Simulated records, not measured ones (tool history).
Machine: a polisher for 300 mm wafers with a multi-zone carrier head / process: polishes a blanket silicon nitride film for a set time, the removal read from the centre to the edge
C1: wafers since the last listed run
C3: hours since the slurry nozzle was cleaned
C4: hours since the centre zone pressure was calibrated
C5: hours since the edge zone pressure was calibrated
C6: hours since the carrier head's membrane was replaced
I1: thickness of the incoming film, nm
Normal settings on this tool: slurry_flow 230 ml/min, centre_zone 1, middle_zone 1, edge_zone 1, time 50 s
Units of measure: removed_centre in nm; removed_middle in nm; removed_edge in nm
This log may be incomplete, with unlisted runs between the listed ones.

Run 1, day 0: usual settings; C1 0; wafers polished on this pad 127; C3 321.5; C4 1163.8; C5 472.5; C6 1756.4; I1 651.4. Result: removed_centre 45 nm, removed_middle 44.4 nm, removed_edge 45.5 nm.
At day 0.667: carrier head's membrane replaced by a new one.
Run 2, day 3.842: usual settings; C1 700; wafers polished on this pad 827; C3 413.7; C4 1256; C5 564.7; C6 76.2; I1 645.6. Result: removed_centre 42.3 nm, removed_middle 40.8 nm, removed_edge 42.9 nm.
Run 3, day 5.304: usual settings; C1 281; wafers polished on this pad 1109; C3 448.8; C4 1291.1; C5 599.8; C6 111.3; I1 651. Result: removed_centre 40.6 nm, removed_middle 40.4 nm, removed_edge 42.2 nm.
Run 4, day 8.179: usual settings but middle_zone 0.97; C1 554; wafers polished on this pad 1663; C3 517.8; C4 1360.1; C5 668.8; C6 180.3; I1 654.7. Result: removed_centre 39.8 nm, removed_middle 38.9 nm, removed_edge 40.7 nm.
At day 9.742: worn pad replaced by a new one.
At day 9.942: edge zone pressure recalibrated.
Run 5, day 9.962: usual settings but middle_zone 0.97; C1 295; wafers polished on this pad 26; C3 560.6; C4 1402.9; C5 0.5; C6 223.1; I1 653.6. Result: removed_centre 44.4 nm, removed_middle 41.6 nm, removed_edge 45.9 nm.
Run 6, day 12.742: usual settings but middle_zone 0.97; C1 535; wafers polished on this pad 561; C3 627.3; C4 1469.6; C5 67.2; C6 289.8; I1 655.9. Result: removed_centre 41.6 nm, removed_middle 40.2 nm, removed_edge 42.2 nm.
At day 13.567: centre zone pressure recalibrated.
Run 7, day 14.425: usual settings but centre_zone 1.04, middle_zone 0.92; C1 308; wafers polished on this pad 870; C3 667.7; C4 20.6; C5 107.6; C6 330.2; I1 641.9. Result: removed_centre 42.1 nm, removed_middle 37.4 nm, removed_edge 41.9 nm.
Run 8, day 16.921: usual settings but edge_zone 0.9, time 57 s; C1 480; wafers polished on this pad 1351; C3 727.6; C4 80.5; C5 167.5; C6 390.1; I1 652.9. Result: removed_centre 46.2 nm, removed_middle 43.3 nm, removed_edge 45.2 nm.
Run 9, day 19.812: usual settings but slurry_flow 280 ml/min; C1 557; wafers polished on this pad 1908; C3 797; C4 149.9; C5 236.9; C6 459.5; I1 641.5. Result: removed_centre 41.2 nm, removed_middle 40.1 nm, removed_edge 42.3 nm.
At day 20.683: slurry nozzle cleaned.
At day 21.971: worn pad replaced by a new one.
Run 10, day 21.992: usual settings but slurry_flow 190 ml/min, middle_zone 0.94, edge_zone 0.88, time 44 s; C1 379; wafers polished on this pad 4; C3 31.4; C4 202.2; C5 289.2; C6 511.8; I1 643.3. Result: removed_centre 41.7 nm, removed_middle 38.4 nm, removed_edge 39.1 nm.
Run 11, day 24.304: usual settings; C1 445; wafers polished on this pad 449; C3 86.9; C4 257.7; C5 344.7; C6 567.3; I1 644.6. Result: removed_centre 46.2 nm, removed_middle 44.7 nm, removed_edge 46.1 nm.
Run 12, day 25.783: usual settings; C1 285; wafers polished on this pad 734; C3 122.4; C4 293.2; C5 380.2; C6 602.8; I1 656.5. Result: removed_centre 45.3 nm, removed_middle 42.6 nm, removed_edge 44.9 nm.
Run 13, day 27.571: usual settings but middle_zone 0.9, edge_zone 0.89, time 55 s; C1 344; wafers polished on this pad 1079; C3 165.3; C4 336.1; C5 423.1; C6 645.7; I1 660.6. Result: removed_centre 48.7 nm, removed_middle 43.2 nm, removed_edge 45.7 nm.
Run 14, day 29.996: usual settings but centre_zone 1.07, middle_zone 0.92; C1 467; wafers polished on this pad 1546; C3 223.5; C4 394.3; C5 481.3; C6 703.9; I1 649. Result: removed_centre 45.3 nm, removed_middle 39.2 nm, removed_edge 43.4 nm.
Run 15, day 32.429: usual settings; C1 468; wafers polished on this pad 2015; C3 281.9; C4 452.7; C5 539.7; C6 762.3; I1 661.6. Result: removed_centre 42.5 nm, removed_middle 40.2 nm, removed_edge 41.8 nm.
At day 34.038: worn pad replaced by a new one.
Run 16, day 34.554: usual settings; C1 377; wafers polished on this pad 99; C3 332.9; C4 503.7; C5 590.7; C6 813.3; I1 646.1. Result: removed_centre 44.8 nm, removed_middle 44.5 nm, removed_edge 45.6 nm.
Run 17, day 35.942: usual settings; C1 267; wafers polished on this pad 367; C3 366.2; C4 537; C5 624; C6 846.6; I1 651.5. Result: removed_centre 43.8 nm, removed_middle 42.9 nm, removed_edge 44.9 nm.
Run 18, day 37.592: usual settings but middle_zone 1.07; C1 317; wafers polished on this pad 685; C3 405.8; C4 576.6; C5 663.6; C6 886.2; I1 649.6. Result: removed_centre 42.5 nm, removed_middle 44.6 nm, removed_edge 42.9 nm.
Run 19, day 38.629: usual settings but centre_zone 1.07, edge_zone 0.96; C1 199; wafers polished on this pad 885; C3 430.7; C4 601.5; C5 688.5; C6 911.1; I1 663.7. Result: removed_centre 44.4 nm, removed_middle 40.7 nm, removed_edge 41.4 nm.
Run 20, day 40.029: usual settings but slurry_flow 160 ml/min, middle_zone 0.96, edge_zone 1.07, time 44 s; C1 269; wafers polished on this pad 1154; C3 464.3; C4 635.1; C5 722.1; C6 944.7; I1 656.8. Result: removed_centre 31.8 nm, removed_middle 30.1 nm, removed_edge 35 nm.
Run 21, day 42.504: usual settings but edge_zone 0.96, time 66 s; C1 476; wafers polished on this pad 1631; C3 523.7; C4 694.5; C5 781.5; C6 1004.1; I1 650.5. Result: removed_centre 53.8 nm, removed_middle 52.1 nm, removed_edge 53.6 nm.

Here are 5 independent what-if runs from the current tool condition. What would each one return?
Run A, day 42.521: usual settings; C1 3; wafers polished on this pad 1635; C3 524.1; C4 694.9; C5 781.9; C6 1004.5; I1 657.1. Result: removed_centre ?, removed_middle ?, removed_edge ?.
Run B, day 42.521: usual settings but middle_zone 1.06; C1 3; wafers polished on this pad 1635; C3 524.1; C4 694.9; C5 781.9; C6 1004.5; I1 657.1. Result: removed_centre ?, removed_middle ?, removed_edge ?.
Run C, day 42.521: usual settings but middle_zone 1.09, time 45 s; C1 3; wafers polished on this pad 1635; C3 524.1; C4 694.9; C5 781.9; C6 1004.5; I1 657.1. Result: removed_centre ?, removed_middle ?, removed_edge ?.
Run D, day 42.521: usual settings but centre_zone 0.97, middle_zone 0.97; C1 3; wafers polished on this pad 1635; C3 524.1; C4 694.9; C5 781.9; C6 1004.5; I1 657.1. Result: removed_centre ?, removed_middle ?, removed_edge ?.
Run E, day 42.521: usual settings but slurry_flow 205 ml/min, middle_zone 1.04, edge_zone 1.06, time 62 s; C1 3; wafers polished on this pad 1635; C3 524.1; C4 694.9; C5 781.9; C6 1004.5; I1 657.1. Result: removed_centre ?, removed_middle ?, removed_edge ?.

run  removed_centre  removed_middle  removed_edge
  A            40.3            39.2          41.3
  B            40.4            41.1          41.3
  C            36.3            37.9          37.1
  D            39.1            38.2          41.3
  E            48.4            48.7          51.6
With no hidden state in the tool, these same runs would have given:
run  removed_centre  removed_middle  removed_edge
  A            49.9            47.8          49.2
  B            49.9            50.3          49.1
  C            44.9            46.3          44.2
  D            48.4            46.6          49.2
  E            60.7            60.3          61.9
